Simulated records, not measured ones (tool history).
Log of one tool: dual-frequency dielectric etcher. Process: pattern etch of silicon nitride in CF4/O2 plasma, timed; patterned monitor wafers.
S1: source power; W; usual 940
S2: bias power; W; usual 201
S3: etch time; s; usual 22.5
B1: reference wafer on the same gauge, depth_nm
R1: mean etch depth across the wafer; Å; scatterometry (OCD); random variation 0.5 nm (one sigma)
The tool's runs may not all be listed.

run,hour,S1,S2,S3,B1,R1
1,0,940,201,22.5,69.1,819
2,100,940,201,22.5,69.1,817
3,145.8,790,201,25.5,68.9,761
# hour 238.2: wet clean of the chamber
4,253.2,790,201,25.5,69,753
5,315.1,790,201,25.5,69,764
6,396.9,940,201,22.5,68.9,826
7,456.9,940,201,22.5,69,808
8,554.6,940,201,22.5,68.9,816
# hour 579.3: gauge calibrated
9,598.8,940,201,22.5,69,809
10,702.4,940,201,22.5,69,811
# hour 736.9: upper electrode replaced
11,740.9,1010,201,22.5,69,883
# hour 818.2: wet clean of the chamber
12,818.7,810,159,16,69.1,454
13,892.5,1020,217,22.5,68.9,902
# hour 956.2: source power generator calibrated
14,972.1,790,165,24.5,69,652
# hour 1037.3: bias power generator calibrated
15,1064.7,710,225,27.5,68.9,728
16,1138.1,940,201,22.5,69,778
17,1216.9,1020,250,22.5,68.9,919
18,1257.3,940,201,22.5,68.9,777
19,1325.2,940,201,18,69,635
# hour 1364.8: wet clean of the chamber
20,1370.5,940,201,22.5,69,783
21,1476.2,940,201,22.5,69,793
22,1552.7,780,201,22.5,69,647
23,1602.4,940,201,19,68.9,668

Measured less the same run without the tool's hidden state. The same run-to-run variation is in both; the gauge's scatter may not be:
The hidden state here: etch rate over this chamber's usual, %; source power that arrives over what is set, %; bias power that arrives over what is set, %; gauge reads high (%).
run,R1
1,+37
2,+38
3,+35
4,+35
5,+36
6,+39
7,+38
8,+39
9,+38
10,+39
11,+42
12,+22
13,+43
14,-1
15,+2
16,+5
17,+8
18,+7
19,+7
20,+11
21,+13
22,+12
23,+13
